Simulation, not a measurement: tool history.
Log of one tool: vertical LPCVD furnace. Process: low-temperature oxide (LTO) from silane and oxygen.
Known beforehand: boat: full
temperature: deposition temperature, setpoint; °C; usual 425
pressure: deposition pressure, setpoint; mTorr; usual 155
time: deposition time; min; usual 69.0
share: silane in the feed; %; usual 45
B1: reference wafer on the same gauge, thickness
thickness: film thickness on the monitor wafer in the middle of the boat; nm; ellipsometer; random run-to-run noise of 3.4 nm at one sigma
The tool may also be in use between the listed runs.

{"run": 1, "day": 0.0, "temperature": 425, "pressure": 155, "time": 49.5, "share": 45, "B1": 694.28, "thickness": 469.06}
{"run": 2, "day": 0.842, "temperature": 425, "pressure": 155, "time": 69.0, "share": 45, "B1": 694.93, "thickness": 656.94}
{"run": 3, "day": 1.596, "temperature": 425, "pressure": 155, "time": 69.0, "share": 45, "B1": 694.85, "thickness": 651.54}
{"run": 4, "day": 2.379, "temperature": 425, "pressure": 155, "time": 69.0, "share": 45, "B1": 695.84, "thickness": 654.31}
{"run": 5, "day": 3.304, "temperature": 425, "pressure": 155, "time": 69.0, "share": 49, "B1": 695.51, "thickness": 704.8}
{"run": 6, "day": 3.908, "temperature": 425, "pressure": 155, "time": 69.0, "share": 49, "B1": 695.78, "thickness": 708.57}
{"run": 7, "day": 4.304, "temperature": 425, "pressure": 155, "time": 69.0, "share": 49, "B1": 695.45, "thickness": 704.01}
{"run": 8, "day": 5.221, "temperature": 425, "pressure": 155, "time": 53.0, "share": 45, "B1": 693.6, "thickness": 498.96}
{"run": 9, "day": 5.604, "temperature": 425, "pressure": 155, "time": 53.0, "share": 45, "B1": 694.86, "thickness": 500.22}
{"day": 7.279, "done": "thermocouples replaced and temperature profile calibrated"}
{"day": 7.729, "done": "silane flow controller replaced"}
{"run": 10, "day": 7.75, "temperature": 425, "pressure": 155, "time": 69.0, "share": 45, "B1": 694.67, "thickness": 657.58}
{"run": 11, "day": 7.975, "temperature": 425, "pressure": 165, "time": 69.0, "share": 45, "B1": 694.46, "thickness": 700.57}
{"run": 12, "day": 8.204, "temperature": 425, "pressure": 155, "time": 69.0, "share": 45, "B1": 693.97, "thickness": 647.6}
{"run": 13, "day": 8.658, "temperature": 425, "pressure": 155, "time": 69.0, "share": 45, "B1": 695.56, "thickness": 652.78}
{"day": 9.279, "done": "gauge calibrated"}
{"run": 14, "day": 9.354, "temperature": 431, "pressure": 130, "time": 95.0, "share": 37, "B1": 694.02, "thickness": 650.29}
{"run": 15, "day": 10.258, "temperature": 419, "pressure": 125, "time": 91.5, "share": 50, "B1": 693.81, "thickness": 725.01}
{"run": 16, "day": 11.129, "temperature": 420, "pressure": 180, "time": 69.0, "share": 48, "B1": 694.82, "thickness": 759.66}
{"run": 17, "day": 11.788, "temperature": 434, "pressure": 185, "time": 69.0, "share": 45, "B1": 694.73, "thickness": 845.89}
{"run": 18, "day": 12.408, "temperature": 425, "pressure": 155, "time": 69.0, "share": 50, "B1": 695.38, "thickness": 713.23}
{"run": 19, "day": 12.958, "temperature": 417, "pressure": 180, "time": 86.5, "share": 48, "B1": 695.32, "thickness": 931.18}
{"day": 14.204, "done": "pressure gauge zeroed"}
{"run": 20, "day": 14.225, "temperature": 436, "pressure": 180, "time": 69.0, "share": 49, "B1": 694.7, "thickness": 901.3}
{"run": 21, "day": 15.95, "temperature": 420, "pressure": 180, "time": 69.0, "share": 48, "B1": 694.32, "thickness": 762.04}
{"run": 22, "day": 17.321, "temperature": 425, "pressure": 155, "time": 69.0, "share": 45, "B1": 695.37, "thickness": 652.34}
{"run": 23, "day": 18.258, "temperature": 434, "pressure": 170, "time": 94.0, "share": 50, "B1": 694.49, "thickness": 1150.74}
{"run": 24, "day": 19.508, "temperature": 433, "pressure": 170, "time": 88.0, "share": 40, "B1": 694.82, "thickness": 871.21}
{"day": 20.242, "done": "gauge calibrated"}
{"run": 25, "day": 20.262, "temperature": 421, "pressure": 155, "time": 69.0, "share": 45, "B1": 695.85, "thickness": 628.24}

Run 26 has not been measured yet. What should we expect?
{"run": 26, "day": 20.592, "temperature": 425, "pressure": 155, "time": 69.0, "share": 45, "B1": "?", "thickness": "?"}

{"run 26": {"B1": 696.67, "thickness": 655.58}}
If the tool had no hidden condition, the same run with the same run-to-run variation would have returned thickness 655.58 nm.
